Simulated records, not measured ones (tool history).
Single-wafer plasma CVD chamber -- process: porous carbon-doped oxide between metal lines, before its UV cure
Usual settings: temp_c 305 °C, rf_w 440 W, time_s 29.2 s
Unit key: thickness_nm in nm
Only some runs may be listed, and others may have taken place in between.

run	hour	temp_c	rf_w	time_s	wafers since the last listed run	hours since the last thermocouple change	hours since the last RF generator calibration	hours since the showerhead was replaced	hours since the gauge calibration	read-back reference wafer on the same gauge, thickness_nm	thickness_nm
1	0	316	440	29.2	0	2221	1311.1	2674.1	153.4	112.907	134.644
2	102.3	316	440	29.2	1450	2323.3	1413.4	2776.4	255.7	112.931	134.244
3	165.3	316	440	29.2	893	2386.3	1476.4	2839.4	318.7	112.956	134.33
4	246.9	305	440	33.2	1156	2467.9	1558	2921	400.3	112.937	161.214
5	344.6	305	440	33.2	1384	2565.6	1655.7	3018.7	498	112.962	160.944
6	385.9	305	440	33.2	585	2606.9	1697	3060	539.3	112.967	161.568
7	438.8	308	440	29.2	749	2659.8	1749.9	3112.9	592.2	113.086	140.93
8	699.5	308	440	29.2	3695	2920.5	2010.6	3373.6	852.9	112.951	140.632
9	790	305	440	29.2	1282	3011	2101.1	3464.1	943.4	113.088	142.858
# hour 800.3: thermocouple changed; heater temperature recalibrated
# hour 838: gauge calibrated
10	881.1	305	440	29.2	1177	80.8	2192.2	3555.2	43.1	112.925	139.953
11	969.7	305	440	29.2	1255	169.4	2280.8	3643.8	131.7	113.02	140.541
12	1015.4	305	370	29.2	647	215.1	2326.5	3689.5	177.4	112.997	118.129
13	1085.5	298	465	24.9	993	285.2	2396.6	3759.6	247.5	113.078	131.271
14	1181.8	312	395	24.8	1365	381.5	2492.9	3855.9	343.8	112.965	104.427
# hour 1206.2: RF generator calibrated
15	1492.8	305	355	32.3	4295	692.5	286.6	4166.9	654.8	112.985	124.556
16	1563.3	318	460	24.2	999	763	357.1	4237.4	725.3	113.007	115.26
17	1611.5	305	440	29.2	683	811.2	405.3	4285.6	773.5	112.991	140.505
18	1672.6	305	355	32.3	866	872.3	466.4	4346.7	834.6	113.023	125.366
# hour 1684.8: showerhead replaced
19	1754.2	305	510	31.2	1043	953.9	548	69.4	916.2	112.942	170.226
20	1814.7	317	400	32.3	857	1014.4	608.5	129.9	976.7	113.056	133.926
21	1866	298	465	24.9	727	1065.7	659.8	181.2	1028	113.042	131.696
# hour 1894.5: gauge calibrated
22	1945.9	305	485	29.2	1132	1145.6	739.7	261.1	51.4	112.986	153.637
23	2052.4	305	440	29.2	1509	1252.1	846.2	367.6	157.9	113.026	142.175
24	2121.5	296	485	23.8	979	1321.2	915.3	436.7	227	113.012	132.054

Consider 5 possible next runs. They are alternatives, not a sequence: every one starts from the tool as it was left by run 24. What does each give?
A	2121.9	305	480	29.2	5	1321.6	915.7	437.1	227.4	?	?
B	2121.9	292	505	27.6	5	1321.6	915.7	437.1	227.4	?	?
C	2121.9	305	440	27.4	5	1321.6	915.7	437.1	227.4	?	?
D	2121.9	313	375	29.2	5	1321.6	915.7	437.1	227.4	?	?
E	2121.9	305	370	33.6	5	1321.6	915.7	437.1	227.4	?	?

run	read-back reference wafer on the same gauge, thickness_nm	thickness_nm
A	112.981	153.284
B	112.981	161.572
C	112.981	133.579
D	112.981	116.46
E	112.981	136.77
Had the tool no hidden state, the same runs would have come out as:
run	thickness_nm
A	151.914
B	160.034
C	132.384
D	115.47
E	135.547
